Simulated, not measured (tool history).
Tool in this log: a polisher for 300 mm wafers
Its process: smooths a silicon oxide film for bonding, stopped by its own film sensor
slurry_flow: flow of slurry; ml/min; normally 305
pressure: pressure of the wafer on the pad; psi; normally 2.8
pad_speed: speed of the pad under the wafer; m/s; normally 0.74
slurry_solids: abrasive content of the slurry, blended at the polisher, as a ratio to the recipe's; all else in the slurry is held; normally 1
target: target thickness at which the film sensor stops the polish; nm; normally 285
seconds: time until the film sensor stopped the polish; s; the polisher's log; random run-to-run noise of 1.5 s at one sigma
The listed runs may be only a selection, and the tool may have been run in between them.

run,hour,slurry_flow,pressure,pad_speed,slurry_solids,target,"incoming thickness of the incoming film, nm",seconds
1,0,305,2.8,0.74,1,285,371.4,88.8
2,9.3,305,2.8,0.74,1,285,371.5,92.2
3,21.4,305,2.8,0.74,1,285,374.9,91.7
4,29.9,305,2.8,0.74,1,285,372.2,92.3
5,42.1,350,2.8,0.74,1,285,365.3,79.9
6,56.2,350,2.8,0.74,1,285,370.3,86.6
7,69.3,305,2.8,0.74,1.1,269,361.9,92.8
8,86.9,350,2.8,0.74,1,285,368.2,84.9
9,104.1,330,2.8,0.74,0.75,285,366.9,96.8
10,118.7,280,2.5,0.74,1.15,285,365.1,86.6
11,125.7,305,3.5,1,0.85,273,371,68.2
12,133.5,305,3.4,0.9,1,305,366.6,44.9
13,173.1,305,2.8,0.74,1,285,368.7,84.2
14,190.3,240,3.4,0.74,1,313,369.3,50.1
15,199.8,305,3.2,0.74,0.85,260,375.6,112.2
16,206.3,305,2.8,0.74,1,285,363.9,82.9
17,216.9,270,2.8,0.74,1,308,377.5,73.9
18,228.1,305,2.8,0.74,1,285,370,87.2
19,243.8,220,2.8,0.74,1,285,370.9,93.8
20,250.8,305,2.8,0.62,0.8,285,365.3,103.8
21,267.2,220,2.8,0.58,1,265,364.4,128.2
22,276.6,305,2.8,0.74,0.75,285,377.1,107.9
23,287.1,305,2.8,0.74,1,285,363.1,80.1
24,307.3,220,3.3,0.74,1,265,377.3,104.3
25,311.4,305,2.8,0.64,1.25,285,369.1,90.4
26,321.9,305,2.8,0.74,1,285,368.9,87.3
27,370.2,305,2.8,0.74,1.25,285,368.2,77.3
28,378.3,215,2.8,0.74,1,262,372.9,116.9
29,385.1,305,2.8,0.74,1,285,369.5,86.3

Not shown here: 6 entries made in the log between runs. Locate each between two listed runs and compare the hidden state at the listed run before it with the hidden state at the listed run after it:
Run 6 -> run 7: worn pad replaced by a new one (hour 61.5)
  no hidden state differs between the two runs
Run 7 -> run 8: head pressure recalibrated (hour 85.4)
  no hidden state differs between the two runs
Run 13 -> run 14: worn pad replaced by a new one (hour 189.5)
  no hidden state differs between the two runs
Run 14 -> run 15: slurry blender recalibrated (hour 195.3); slurry nozzle cleaned (hour 199.3)
  no hidden state differs between the two runs
Run 23 -> run 24: worn pad replaced by a new one (hour 306.8)
  no hidden state differs between the two runs
